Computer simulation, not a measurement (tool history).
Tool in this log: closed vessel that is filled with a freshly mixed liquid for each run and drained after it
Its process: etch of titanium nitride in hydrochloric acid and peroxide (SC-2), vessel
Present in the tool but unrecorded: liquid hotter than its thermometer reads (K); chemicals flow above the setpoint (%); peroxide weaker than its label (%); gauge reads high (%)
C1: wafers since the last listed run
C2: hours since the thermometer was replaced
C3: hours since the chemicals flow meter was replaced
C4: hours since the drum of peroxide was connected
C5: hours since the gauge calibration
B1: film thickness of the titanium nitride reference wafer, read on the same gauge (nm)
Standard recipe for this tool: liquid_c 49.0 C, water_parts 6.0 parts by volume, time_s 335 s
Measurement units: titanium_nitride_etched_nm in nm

{"run": 1, "hour": 0.0, "liquid_c": 49.0, "water_parts": 4.0, "time_s": 335, "C1": 0, "C2": 534.0, "C3": 1551.7, "C4": 451.1, "C5": 376.1, "B1": 100.0, "titanium_nitride_etched_nm": 25.03}
{"hour": 32.6, "done": "chemicals flow meter replaced"}
{"hour": 46.4, "done": "thermometer replaced"}
{"run": 2, "hour": 65.1, "liquid_c": 49.0, "water_parts": 4.0, "time_s": 335, "C1": 6902, "C2": 18.7, "C3": 32.5, "C4": 516.2, "C5": 441.2, "B1": 100.0, "titanium_nitride_etched_nm": 23.63}
{"hour": 234.3, "done": "new drum of peroxide connected"}
{"run": 3, "hour": 278.4, "liquid_c": 49.0, "water_parts": 4.0, "time_s": 335, "C1": 23222, "C2": 232.0, "C3": 245.8, "C4": 44.1, "C5": 654.5, "B1": 100.01, "titanium_nitride_etched_nm": 25.05}
{"run": 4, "hour": 333.1, "liquid_c": 49.0, "water_parts": 7.0, "time_s": 335, "C1": 5983, "C2": 286.7, "C3": 300.5, "C4": 98.8, "C5": 709.2, "B1": 99.99, "titanium_nitride_etched_nm": 16.57}
{"run": 5, "hour": 367.5, "liquid_c": 49.0, "water_parts": 7.0, "time_s": 335, "C1": 3762, "C2": 321.1, "C3": 334.9, "C4": 133.2, "C5": 743.6, "B1": 99.98, "titanium_nitride_etched_nm": 16.45}
{"hour": 405.4, "done": "gauge calibrated"}
{"run": 6, "hour": 452.9, "liquid_c": 49.0, "water_parts": 6.0, "time_s": 335, "C1": 9341, "C2": 406.5, "C3": 420.3, "C4": 218.6, "C5": 47.5, "B1": 99.96, "titanium_nitride_etched_nm": 18.53}
{"run": 7, "hour": 481.9, "liquid_c": 49.0, "water_parts": 6.0, "time_s": 335, "C1": 3172, "C2": 435.5, "C3": 449.3, "C4": 247.6, "C5": 76.5, "B1": 99.99, "titanium_nitride_etched_nm": 18.78}
{"run": 8, "hour": 542.1, "liquid_c": 49.0, "water_parts": 6.0, "time_s": 335, "C1": 6584, "C2": 495.7, "C3": 509.5, "C4": 307.8, "C5": 136.7, "B1": 99.97, "titanium_nitride_etched_nm": 18.52}
{"hour": 599.1, "done": "thermometer replaced"}
{"run": 9, "hour": 601.2, "liquid_c": 49.0, "water_parts": 6.0, "time_s": 335, "C1": 6355, "C2": 2.1, "C3": 568.6, "C4": 366.9, "C5": 195.8, "B1": 100.01, "titanium_nitride_etched_nm": 18.18}
{"run": 10, "hour": 661.8, "liquid_c": 49.0, "water_parts": 6.0, "time_s": 335, "C1": 6628, "C2": 62.7, "C3": 629.2, "C4": 427.5, "C5": 256.4, "B1": 100.0, "titanium_nitride_etched_nm": 18.23}
{"run": 11, "hour": 713.0, "liquid_c": 49.0, "water_parts": 6.0, "time_s": 260, "C1": 5600, "C2": 113.9, "C3": 680.4, "C4": 478.7, "C5": 307.6, "B1": 99.99, "titanium_nitride_etched_nm": 14.52}
{"run": 12, "hour": 757.0, "liquid_c": 56.0, "water_parts": 5.0, "time_s": 335, "C1": 4812, "C2": 157.9, "C3": 724.4, "C4": 522.7, "C5": 351.6, "B1": 99.98, "titanium_nitride_etched_nm": 33.2}
{"run": 13, "hour": 799.8, "liquid_c": 43.5, "water_parts": 6.0, "time_s": 335, "C1": 4681, "C2": 200.7, "C3": 767.2, "C4": 565.5, "C5": 394.4, "B1": 99.99, "titanium_nitride_etched_nm": 12.59}
{"hour": 841.0, "done": "new drum of peroxide connected"}
{"run": 14, "hour": 871.2, "liquid_c": 44.5, "water_parts": 8.0, "time_s": 200, "C1": 7700, "C2": 272.1, "C3": 838.6, "C4": 30.2, "C5": 465.8, "B1": 100.01, "titanium_nitride_etched_nm": 6.69}
{"run": 15, "hour": 1061.3, "liquid_c": 49.0, "water_parts": 4.0, "time_s": 420, "C1": 20793, "C2": 462.2, "C3": 1028.7, "C4": 220.3, "C5": 655.9, "B1": 100.01, "titanium_nitride_etched_nm": 31.03}
{"hour": 1088.5, "done": "thermometer replaced"}
{"run": 16, "hour": 1114.2, "liquid_c": 57.5, "water_parts": 8.5, "time_s": 335, "C1": 5677, "C2": 25.7, "C3": 1081.6, "C4": 273.2, "C5": 708.8, "B1": 100.03, "titanium_nitride_etched_nm": 25.06}
{"run": 17, "hour": 1175.2, "liquid_c": 39.5, "water_parts": 4.0, "time_s": 515, "C1": 6672, "C2": 86.7, "C3": 1142.6, "C4": 334.2, "C5": 769.8, "B1": 100.01, "titanium_nitride_etched_nm": 19.83}
{"run": 18, "hour": 1222.7, "liquid_c": 58.5, "water_parts": 6.0, "time_s": 335, "C1": 5195, "C2": 134.2, "C3": 1190.1, "C4": 381.7, "C5": 817.3, "B1": 100.01, "titanium_nitride_etched_nm": 34.72}
{"hour": 1238.3, "done": "chemicals flow meter replaced"}
{"run": 19, "hour": 1288.6, "liquid_c": 49.0, "water_parts": 6.0, "time_s": 335, "C1": 7099, "C2": 200.1, "C3": 50.3, "C4": 447.6, "C5": 883.2, "B1": 100.01, "titanium_nitride_etched_nm": 18.06}
{"run": 20, "hour": 1322.7, "liquid_c": 49.0, "water_parts": 6.0, "time_s": 335, "C1": 3729, "C2": 234.2, "C3": 84.4, "C4": 481.7, "C5": 917.3, "B1": 99.99, "titanium_nitride_etched_nm": 17.93}
{"hour": 1327.3, "done": "gauge calibrated"}
{"hour": 1467.9, "done": "new drum of peroxide connected"}
{"run": 21, "hour": 1510.5, "liquid_c": 49.0, "water_parts": 6.0, "time_s": 335, "C1": 20432, "C2": 422.0, "C3": 272.2, "C4": 42.6, "C5": 183.2, "B1": 100.0, "titanium_nitride_etched_nm": 18.43}
{"run": 22, "hour": 1580.0, "liquid_c": 49.0, "water_parts": 6.0, "time_s": 335, "C1": 7602, "C2": 491.5, "C3": 341.7, "C4": 112.1, "C5": 252.7, "B1": 100.04, "titanium_nitride_etched_nm": 18.68}
{"hour": 1626.1, "done": "thermometer replaced"}
{"run": 23, "hour": 1638.6, "liquid_c": 45.0, "water_parts": 8.5, "time_s": 135, "C1": 6300, "C2": 12.5, "C3": 400.3, "C4": 170.7, "C5": 311.3, "B1": 99.99, "titanium_nitride_etched_nm": 4.36}
{"run": 24, "hour": 1691.3, "liquid_c": 49.0, "water_parts": 5.0, "time_s": 335, "C1": 5764, "C2": 65.2, "C3": 453.0, "C4": 223.4, "C5": 364.0, "B1": 100.01, "titanium_nitride_etched_nm": 20.67}

For each entry between runs, how does the tool's hidden state at the last listed run before it compare with that at the first listed run after it?
After run 1, before run 2: chemicals flow meter replaced (hour 32.6); thermometer replaced (hour 46.4)
  chemicals flow above the setpoint (%): 8.9 -> 0.799; peroxide weaker than its label (%): 5.26 -> 5.8
  what was measured, less what the result would be without the hidden state, titanium_nitride_etched_nm: +0.28 -> -1.08 nm
After run 2, before run 3: new drum of peroxide connected (hour 234.3)
  chemicals flow above the setpoint (%): 0.799 -> 1.89; peroxide weaker than its label (%): 5.8 -> 0.532
  what was measured, less what the result would be without the hidden state, titanium_nitride_etched_nm: -1.08 -> +0.20 nm
After run 5, before run 6: gauge calibrated (hour 405.4)
  chemicals flow above the setpoint (%): 2.35 -> 2.79; peroxide weaker than its label (%): 1.27 -> 1.98
  what was measured, less what the result would be without the hidden state, titanium_nitride_etched_nm: +0.11 -> +0.06 nm
After run 8, before run 9: thermometer replaced (hour 599.1)
  chemicals flow above the setpoint (%): 3.24 -> 3.55; peroxide weaker than its label (%): 2.72 -> 3.22
  what was measured, less what the result would be without the hidden state, titanium_nitride_etched_nm: -0.01 -> -0.05 nm
After run 13, before run 14: new drum of peroxide connected (hour 841.0)
  chemicals flow above the setpoint (%): 4.56 -> 4.93; peroxide weaker than its label (%): 4.87 -> 0.87
  what was measured, less what the result would be without the hidden state, titanium_nitride_etched_nm: -0.13 -> +0.20 nm
After run 15, before run 16: thermometer replaced (hour 1088.5)
  chemicals flow above the setpoint (%): 5.9 -> 6.18; peroxide weaker than its label (%): 2.45 -> 2.89
  what was measured, less what the result would be without the hidden state, titanium_nitride_etched_nm: +0.53 -> +0.54 nm
After run 18, before run 19: chemicals flow meter replaced (hour 1238.3)
  chemicals flow above the setpoint (%): 6.73 -> 1.08; peroxide weaker than its label (%): 3.79 -> 4.34
  what was measured, less what the result would be without the hidden state, titanium_nitride_etched_nm: +0.51 -> -0.57 nm
After run 20, before run 21: gauge calibrated (hour 1327.3); new drum of peroxide connected (hour 1467.9)
  chemicals flow above the setpoint (%): 1.26 -> 2.22; peroxide weaker than its label (%): 4.62 -> 1.33
  what was measured, less what the result would be without the hidden state, titanium_nitride_etched_nm: -0.58 -> +0.08 nm
After run 22, before run 23: thermometer replaced (hour 1626.1)
  chemicals flow above the setpoint (%): 2.58 -> 2.88; peroxide weaker than its label (%): 1.91 -> 2.39
  what was measured, less what the result would be without the hidden state, titanium_nitride_etched_nm: +0.04 -> +0.01 nm
